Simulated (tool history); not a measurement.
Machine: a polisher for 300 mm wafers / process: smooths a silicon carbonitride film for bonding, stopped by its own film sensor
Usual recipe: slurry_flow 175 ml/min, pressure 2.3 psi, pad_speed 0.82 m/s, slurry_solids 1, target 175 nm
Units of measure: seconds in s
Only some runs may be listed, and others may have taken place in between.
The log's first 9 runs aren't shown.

run,hour,slurry_flow,pressure,pad_speed,slurry_solids,target,"incoming thickness of the incoming film, nm",seconds
# hour 390.7: worn pad replaced by a new one
10,409.7,175,2.3,0.82,1,175,201.1,77.1
11,441.4,230,2.3,0.56,0.75,175,203.1,118.7
12,502.9,155,2.7,1.06,0.8,175,201,59.3
13,541.9,175,2.3,0.68,1,183,201,61.4
# hour 548.9: slurry nozzle cleaned
14,588.7,175,2.3,0.82,1,175,197.2,65.9
15,633.9,175,2.3,0.82,1.1,172,199.6,77.9
16,682.7,175,2.6,0.94,1.15,175,201.6,59
17,725.1,175,2.3,1.06,1,175,200.8,62
# hour 745.5: slurry blender recalibrated
18,786.7,175,2.9,0.82,1.25,175,199.4,53.6
# hour 795.8: worn pad replaced by a new one
19,831.7,190,2.3,0.82,1,171,201.2,87.4
20,860.5,175,2.3,0.9,1.2,172,199.1,67.7
# hour 878.6: head pressure recalibrated
21,886.2,175,2.3,0.82,1,175,200.8,74.1
# hour 1044: slurry nozzle cleaned
22,1057.5,175,2.3,0.82,1.1,175,199.9,70.3
23,1106.3,175,2.3,0.82,1,175,196.8,65.2
24,1148.9,150,2.3,0.82,1,166,195.7,89.5
# hour 1204.4: slurry blender recalibrated
25,1207.2,175,1.7,0.82,1,168,200.9,128.2
26,1243.6,195,2.9,0.82,1.1,182,197.4,34.7
# hour 1279: worn pad replaced by a new one
27,1308.4,205,2.6,0.98,1,182,199.6,38.7
28,1367.2,205,2.6,0.98,1,182,195.5,30
29,1407.1,175,2.3,0.82,1,175,200.7,74.5
30,1450.3,175,2.3,0.82,1,175,199.2,71.1
31,1512.4,125,2.9,0.82,0.8,175,197.4,61.4

Each row is a separate what-if for the run after 31, all from the same tool condition, not one after another. Results?
A,1512.9,175,2.3,0.82,1,175,198.7,?
B,1512.9,130,2.3,0.82,1,175,198.7,?
C,1512.9,175,3.1,0.92,1,175,198.7,?

run,seconds
A,69.4
B,73.5
C,47.6
With the hidden condition removed and each run's random variation left untouched, the same runs would have given:
run,seconds
A,69.4
B,73.5
C,47.6
